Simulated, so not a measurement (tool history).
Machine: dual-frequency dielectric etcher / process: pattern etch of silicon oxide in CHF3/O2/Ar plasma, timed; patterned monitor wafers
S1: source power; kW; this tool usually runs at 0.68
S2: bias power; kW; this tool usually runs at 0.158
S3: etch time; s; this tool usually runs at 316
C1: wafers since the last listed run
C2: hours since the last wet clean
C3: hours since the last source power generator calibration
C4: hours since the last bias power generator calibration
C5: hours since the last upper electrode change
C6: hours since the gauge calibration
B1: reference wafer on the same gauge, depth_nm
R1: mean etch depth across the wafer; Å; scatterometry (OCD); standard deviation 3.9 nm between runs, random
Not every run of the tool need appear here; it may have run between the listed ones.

run    hour    S1     S2     S3    C1     C2      C3      C4      C5      C6     B1    R1
  1       0  0.68  0.141  345.5     0   82.9  2283.9  1106.8  3354.5  2367.7  670.5  6997
  2    64.5  0.68  0.141  345.5   329  147.4  2348.4  1171.3    3419  2432.2  669.2  7052
  3   128.9  0.68  0.141  345.5   328  211.8  2412.8  1235.7  3483.4  2496.6  668.4  6939
  4     202  0.68  0.158    316   373  284.9  2485.9  1308.8  3556.5  2569.7  670.8  6463
  5   275.2  0.68  0.158    316   373  358.1  2559.1    1382  3629.7  2642.9  670.4  6444
  6   371.6  0.68  0.158    316   492  454.5  2655.5  1478.4  3726.1  2739.3  670.9  6453
  7   414.2  0.68  0.158    316   217  497.1  2698.1    1521  3768.7  2781.9    670  6428
      469.9  -- wet clean of the chamber
      493.1  -- upper electrode replaced
  8     505  0.68  0.158    316   222   35.1  2788.9  1611.8    11.9  2872.7  669.5  6473
  9   556.2  0.68  0.168    316   261   86.3  2840.1    1663    63.1  2923.9  670.2  6583
      631.3  -- bias power generator calibrated
 10   663.3  0.68  0.168    316   526  193.4  2947.2      32   170.2    3031  670.3  6467
      681.3  -- gauge calibrated
 11   747.7  0.68  0.168    316   430  277.8  3031.6   116.4   254.6    66.4  670.2  6538
      766.9  -- source power generator calibrated
 12   795.4  0.84  0.142    316   223  325.5    28.5   164.1   302.3   114.1  669.5  7494
 13   869.3  0.68  0.158    253   377  399.4   102.4     238   376.2     188  669.1  5296
      929.1  -- wet clean of the chamber
 14   929.6  0.68  0.158    316   185    0.5   162.7   298.3   436.5   248.3  670.3  6670
 15   987.7  0.61  0.158    316   296   58.6   220.8   356.4   494.6   306.4  670.4  6184
 16  1069.5  0.68  0.158    316   417  140.4   302.6   438.2   576.4   388.2  670.5  6693
 17    1153  0.68  0.158    374   426  223.9   386.1   521.7   659.9   471.7  671.2  7891
 18  1244.9  0.53  0.158  222.5   469  315.8     478   613.6   751.8   563.6  668.8  3990
 19  1297.7  0.68  0.158  239.5   269  368.6   530.8   666.4   804.6   616.4  670.5  5002
       1490  -- wet clean of the chamber
 20  1511.2  0.68  0.158    316   967   21.2   744.3   879.9  1018.1   829.9  669.9  6548
 21  1570.4  0.68  0.158    316   302   80.4   803.5   939.1  1077.3   889.1    670  6593
 22  1611.5  0.85  0.173    367   209  121.5   844.6   980.2  1118.4   930.2  670.3  8966
 23  1676.7  0.74  0.122    273   332  186.7   909.8  1045.4  1183.6   995.4  669.1  5764
 24  1936.8  0.75  0.126    283  1327  446.8  1169.9  1305.5  1443.7  1255.5  669.2  6011
     1989.6  -- wet clean of the chamber
 25  1990.1  0.68  0.158    316   149    0.5  1223.2  1358.8    1497  1308.8  670.3  6612
 26  2083.4  0.52   0.12    233   476   93.8  1316.5  1452.1  1590.3  1402.1  671.5  3875
 27  2160.4  0.68  0.158  234.5   393  170.8  1393.5  1529.1  1667.3  1479.1    669  4900
 28  2204.1  0.68  0.158    316   223  214.5  1437.2  1572.8    1711  1522.8    670  6536

5 ways to go on from here, each from the tool as it stands after run 28. What would each give?
  A  2204.6  0.63  0.158    316   2  215  1437.7  1573.3  1711.5  1523.3   ?   ?
  B  2204.6  0.81  0.158  400.5   2  215  1437.7  1573.3  1711.5  1523.3   ?   ?
  C  2204.6  0.62   0.14    401   2  215  1437.7  1573.3  1711.5  1523.3   ?   ?
  D  2204.6  0.55  0.126  405.5   2  215  1437.7  1573.3  1711.5  1523.3   ?   ?
  E  2204.6  0.77  0.177    316   2  215  1437.7  1573.3  1711.5  1523.3   ?   ?

run   B1    R1
  A  669  6258
  B  669  9231
  C  669  7696
  D  669  7046
  E  669  7222
What these runs would have given with no unlogged condition in the tool:
run    R1
  A  6326
  B  9331
  C  7779
  D  7121
  E  7300
